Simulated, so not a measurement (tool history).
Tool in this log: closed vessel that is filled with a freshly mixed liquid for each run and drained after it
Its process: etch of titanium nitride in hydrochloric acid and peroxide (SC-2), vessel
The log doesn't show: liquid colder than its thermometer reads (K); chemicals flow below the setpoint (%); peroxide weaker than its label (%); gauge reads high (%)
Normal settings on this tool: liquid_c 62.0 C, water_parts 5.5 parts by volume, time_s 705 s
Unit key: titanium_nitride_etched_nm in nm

| run | hour | liquid_c | water_parts | time_s | wafers since the last listed run | hours since the thermometer was replaced | hours since the chemicals flow meter was replaced | hours since the drum of peroxide was connected | hours since the gauge calibration | read-back film thickness of the titanium nitride reference wafer, read on the same gauge (nm) | titanium_nitride_etched_nm |
|---|---|---|---|---|---|---|---|---|---|---|---|
| 1 | 0.0 | 62.0 | 5.5 | 705 | 0 | 2694.4 | 704.9 | 775.8 | 216.2 | 60.00 | 26.75 |
|  | 14.3 | gauge calibrated |
| 2 | 16.2 | 62.0 | 5.5 | 705 | 654 | 2710.6 | 721.1 | 792.0 | 1.9 | 60.01 | 26.55 |
| 3 | 30.7 | 62.0 | 5.5 | 705 | 586 | 2725.1 | 735.6 | 806.5 | 16.4 | 60.00 | 26.61 |
| 4 | 41.2 | 64.0 | 5.5 | 705 | 424 | 2735.6 | 746.1 | 817.0 | 26.9 | 60.00 | 30.22 |
| 5 | 58.7 | 64.0 | 5.5 | 705 | 707 | 2753.1 | 763.6 | 834.5 | 44.4 | 60.02 | 30.06 |
| 6 | 67.8 | 64.0 | 5.5 | 705 | 367 | 2762.2 | 772.7 | 843.6 | 53.5 | 59.96 | 29.86 |
| 7 | 74.9 | 62.0 | 5.5 | 705 | 286 | 2769.3 | 779.8 | 850.7 | 60.6 | 59.96 | 26.22 |
|  | 86.8 | new drum of peroxide connected |
| 8 | 88.2 | 62.0 | 5.5 | 705 | 497 | 2782.6 | 793.1 | 1.4 | 73.9 | 60.03 | 26.32 |
|  | 124.5 | thermometer replaced |
| 9 | 126.3 | 62.0 | 5.5 | 805 | 1499 | 1.8 | 831.2 | 39.5 | 112.0 | 60.03 | 35.68 |
| 10 | 140.8 | 57.5 | 5.5 | 395 | 586 | 16.3 | 845.7 | 54.0 | 126.5 | 59.97 | 13.17 |
| 11 | 147.6 | 64.0 | 5.5 | 705 | 274 | 23.1 | 852.5 | 60.8 | 133.3 | 60.03 | 35.39 |
|  | 153.9 | chemicals flow meter replaced |
| 12 | 164.2 | 58.0 | 6.5 | 430 | 630 | 39.7 | 10.3 | 77.4 | 149.9 | 60.00 | 14.36 |
| 13 | 172.8 | 56.0 | 7.0 | 705 | 347 | 48.3 | 18.9 | 86.0 | 158.5 | 60.02 | 19.49 |
| 14 | 183.5 | 62.0 | 5.5 | 705 | 432 | 59.0 | 29.6 | 96.7 | 169.2 | 59.95 | 34.08 |
| 15 | 191.1 | 62.0 | 4.0 | 325 | 307 | 66.6 | 37.2 | 104.3 | 176.8 | 60.06 | 19.52 |
|  | 193.7 | gauge calibrated |
| 16 | 198.8 | 65.5 | 5.5 | 705 | 311 | 74.3 | 44.9 | 112.0 | 5.1 | 59.98 | 42.07 |
| 17 | 216.5 | 62.0 | 6.5 | 705 | 715 | 92.0 | 62.6 | 129.7 | 22.8 | 60.00 | 29.90 |
| 18 | 224.1 | 62.0 | 5.5 | 705 | 307 | 99.6 | 70.2 | 137.3 | 30.4 | 59.97 | 33.92 |
| 19 | 230.3 | 58.0 | 5.5 | 1000 | 250 | 105.8 | 76.4 | 143.5 | 36.6 | 59.99 | 37.00 |
| 20 | 239.9 | 55.5 | 6.5 | 375 | 388 | 115.4 | 86.0 | 153.1 | 46.2 | 60.01 | 10.57 |
| 21 | 255.3 | 62.0 | 4.0 | 705 | 622 | 130.8 | 101.4 | 168.5 | 61.6 | 59.99 | 42.15 |

List, for all runs, the conditions of the tool that the log does not record:
peroxide weaker than its label (%): 0 in every run
gauge reads high (%): 0 in every run
H1: liquid colder than its thermometer reads (K)
H2: chemicals flow below the setpoint (%)
| run | H1 | H2 |
|---|---|---|
| 1 | 3.12 | 9.87 |
| 2 | 3.13 | 10.1 |
| 3 | 3.15 | 10.3 |
| 4 | 3.16 | 10.4 |
| 5 | 3.18 | 10.7 |
| 6 | 3.19 | 10.8 |
| 7 | 3.19 | 10.9 |
| 8 | 3.21 | 11.1 |
| 9 | 0.354 | 11.6 |
| 10 | 0.368 | 11.8 |
| 11 | 0.375 | 11.9 |
| 12 | 0.392 | 0.226 |
| 13 | 0.401 | 0.345 |
| 14 | 0.412 | 0.494 |
| 15 | 0.42 | 0.6 |
| 16 | 0.427 | 0.707 |
| 17 | 0.445 | 0.953 |
| 18 | 0.453 | 1.06 |
| 19 | 0.459 | 1.14 |
| 20 | 0.469 | 1.28 |
| 21 | 0.485 | 1.49 |
